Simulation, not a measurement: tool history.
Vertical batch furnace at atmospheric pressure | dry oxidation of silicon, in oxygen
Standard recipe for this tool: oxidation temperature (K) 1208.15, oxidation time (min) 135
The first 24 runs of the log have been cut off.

run,hour,oxidation temperature (K),oxidation time (min),"read-back reference wafer on the same gauge, thickness",oxide thickness on the monitor wafer (nm)
25,1959.7,1208.15,91,44.6,38.33
26,2228.6,1228.15,157,44.6,66.48
27,2273.9,1208.15,135,44.61,50.39
28,2372.3,1188.15,196.5,44.6,52.48
29,2437.6,1208.15,157,44.59,55.56
30,2484.4,1208.15,135,44.55,50.33
31,2533.2,1221.15,169,44.58,66.09
32,2614.1,1225.15,135,44.51,58.99
33,2653.1,1189.15,197.5,44.64,53.87

Here are 4 independent what-if runs from the current tool condition. What would each one return?
A,2659.8,1208.15,100.5,?,?
B,2659.8,1208.15,73.5,?,?
C,2659.8,1230.15,113,?,?
D,2659.8,1201.15,178,?,?

run,"read-back reference wafer on the same gauge, thickness",oxide thickness on the monitor wafer (nm)
A,44.63,41.44
B,44.63,34.24
C,44.63,54.31
D,44.63,56.5
Without the tool's hidden state the same runs would have given:
run,oxide thickness on the monitor wafer (nm)
A,40.34
B,33.38
C,53.04
D,54.83

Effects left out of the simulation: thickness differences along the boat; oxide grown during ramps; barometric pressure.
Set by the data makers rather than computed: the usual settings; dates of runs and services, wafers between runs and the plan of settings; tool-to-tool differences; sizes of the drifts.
